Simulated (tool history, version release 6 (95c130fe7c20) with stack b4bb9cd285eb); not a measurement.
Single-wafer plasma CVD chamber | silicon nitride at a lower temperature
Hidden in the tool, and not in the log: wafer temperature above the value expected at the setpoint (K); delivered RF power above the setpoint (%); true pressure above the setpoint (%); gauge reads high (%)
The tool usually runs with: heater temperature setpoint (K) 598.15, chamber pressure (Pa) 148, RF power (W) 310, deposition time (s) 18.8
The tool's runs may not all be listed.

| run | day | heater temperature setpoint (K) | chamber pressure (Pa) | RF power (W) | deposition time (s) | wafers since the last listed run | hours since the last thermocouple change | hours since the last RF generator calibration | hours since the last manometer calibration | hours since the showerhead was replaced | hours since the gauge calibration | read-back reference wafer on the same gauge, thickness_nm | mean film thickness on the monitor wafer (Å) |
|---|---|---|---|---|---|---|---|---|---|---|---|---|---|
| 1 | 0 | 598.15 | 148 | 310 | 17.9 | 0 | 1459.9 | 793.3 | 1669.4 | 5089.8 | 128 | 18.199 | 192.24 |
| 2 | 0.683 | 598.15 | 148 | 310 | 17.9 | 274 | 1476.3 | 809.7 | 1685.8 | 5106.2 | 144.4 | 18.194 | 191.76 |
| 3 | 1.329 | 598.15 | 148 | 310 | 18.8 | 259 | 1491.8 | 825.2 | 1701.3 | 5121.7 | 159.9 | 18.197 | 201.57 |
| 4 | 1.604 | 598.15 | 148 | 310 | 18.8 | 110 | 1498.4 | 831.8 | 1707.9 | 5128.3 | 166.5 | 18.205 | 201.62 |
| 5 | 2.125 | 598.15 | 148 | 310 | 18.8 | 209 | 1510.9 | 844.3 | 1720.4 | 5140.8 | 179 | 18.197 | 201.37 |
| 6 | 2.779 | 598.15 | 148 | 310 | 18.8 | 263 | 1526.6 | 860 | 1736.1 | 5156.5 | 194.7 | 18.199 | 201.22 |
| 7 | 3.412 | 598.15 | 148 | 310 | 21.8 | 254 | 1541.8 | 875.2 | 1751.3 | 5171.7 | 209.9 | 18.209 | 232.91 |
| 8 | 3.817 | 598.15 | 148 | 310 | 21.8 | 162 | 1551.5 | 884.9 | 1761 | 5181.4 | 219.6 | 18.202 | 233.13 |
|  | 4.638 | capacitance manometer re-zeroed and calibrated |
| 9 | 4.658 | 598.15 | 148 | 275 | 18.8 | 204 | 1571.7 | 905.1 | 0.5 | 5201.6 | 239.8 | 18.187 | 184.36 |
| 10 | 4.671 | 598.15 | 148 | 275 | 18.8 | 5 | 1572 | 905.4 | 0.8 | 5201.9 | 240.1 | 18.197 | 184.52 |
| 11 | 5.062 | 598.15 | 148 | 275 | 18.8 | 157 | 1581.4 | 914.8 | 10.2 | 5211.3 | 249.5 | 18.205 | 184.64 |
| 12 | 5.371 | 598.15 | 164 | 300 | 18.8 | 124 | 1588.8 | 922.2 | 17.6 | 5218.7 | 256.9 | 18.197 | 207.49 |
| 13 | 5.829 | 598.15 | 148 | 310 | 18.8 | 184 | 1599.8 | 933.2 | 28.6 | 5229.7 | 267.9 | 18.202 | 207.21 |
| 14 | 6.342 | 598.15 | 148 | 310 | 18.8 | 206 | 1612.1 | 945.5 | 40.9 | 5242 | 280.2 | 18.2 | 206.42 |
| 15 | 6.979 | 598.15 | 116 | 310 | 18.8 | 256 | 1627.4 | 960.8 | 56.2 | 5257.3 | 295.5 | 18.206 | 190.1 |
|  | 7.442 | RF generator calibrated |
| 16 | 7.671 | 584.15 | 148 | 345 | 20 | 144 | 1644 | 5.5 | 72.8 | 5273.9 | 312.1 | 18.206 | 255.81 |
| 17 | 7.954 | 598.15 | 148 | 310 | 18.8 | 114 | 1650.8 | 12.3 | 79.6 | 5280.7 | 318.9 | 18.206 | 217.68 |
| 18 | 8.462 | 598.15 | 148 | 310 | 18.8 | 204 | 1663 | 24.5 | 91.8 | 5292.9 | 331.1 | 18.2 | 217.92 |
| 19 | 8.996 | 613.15 | 176 | 310 | 20.3 | 214 | 1675.8 | 37.3 | 104.6 | 5305.7 | 343.9 | 18.202 | 246.57 |
| 20 | 9.292 | 598.15 | 148 | 310 | 18.8 | 119 | 1682.9 | 44.4 | 111.7 | 5312.8 | 351 | 18.205 | 216.78 |
|  | 10.096 | thermocouple changed; heater temperature recalibrated |
|  | 10.212 | showerhead replaced |
| 21 | 10.233 | 598.15 | 148 | 310 | 18.8 | 197 | 3.3 | 67 | 134.3 | 0.5 | 373.6 | 18.207 | 215.88 |
| 22 | 10.383 | 598.15 | 121 | 310 | 18.8 | 60 | 6.9 | 70.6 | 137.9 | 4.1 | 377.2 | 18.204 | 202.14 |
| 23 | 11 | 585.15 | 148 | 310 | 17.7 | 248 | 21.7 | 85.4 | 152.7 | 18.9 | 392 | 18.191 | 203.49 |
| 24 | 11.467 | 587.15 | 148 | 310 | 18.8 | 187 | 32.9 | 96.6 | 163.9 | 30.1 | 403.2 | 18.206 | 215.56 |
|  | 11.567 | gauge calibrated |
| 25 | 13.158 | 602.15 | 148 | 310 | 16.2 | 680 | 73.5 | 137.2 | 204.5 | 70.7 | 38.2 | 18.198 | 184.33 |
| 26 | 13.833 | 598.15 | 148 | 310 | 18.8 | 271 | 89.7 | 153.4 | 220.7 | 86.9 | 54.4 | 18.2 | 213.86 |
| 27 | 14.529 | 591.15 | 137 | 275 | 17.4 | 280 | 106.4 | 170.1 | 237.4 | 103.6 | 71.1 | 18.196 | 172.23 |
| 28 | 15.167 | 593.15 | 148 | 265 | 18.8 | 256 | 121.7 | 185.4 | 252.7 | 118.9 | 86.4 | 18.202 | 182.62 |

Here are 3 independent what-if runs from the current tool condition. What would each one return?
| A | 15.183 | 598.15 | 148 | 310 | 18.8 | 6 | 122.1 | 185.8 | 253.1 | 119.3 | 86.8 | ? | ? |
| B | 15.183 | 598.15 | 128 | 335 | 21.5 | 6 | 122.1 | 185.8 | 253.1 | 119.3 | 86.8 | ? | ? |
| C | 15.183 | 593.15 | 148 | 310 | 18.8 | 6 | 122.1 | 185.8 | 253.1 | 119.3 | 86.8 | ? | ? |

| run | read-back reference wafer on the same gauge, thickness_nm | mean film thickness on the monitor wafer (Å) |
|---|---|---|
| A | 18.205 | 213.03 |
| B | 18.205 | 248.67 |
| C | 18.205 | 213.36 |
Without the tool's unlogged condition, the same runs would have read:
| run | mean film thickness on the monitor wafer (Å) |
|---|---|
| A | 219.63 |
| B | 256.1 |
| C | 219.97 |

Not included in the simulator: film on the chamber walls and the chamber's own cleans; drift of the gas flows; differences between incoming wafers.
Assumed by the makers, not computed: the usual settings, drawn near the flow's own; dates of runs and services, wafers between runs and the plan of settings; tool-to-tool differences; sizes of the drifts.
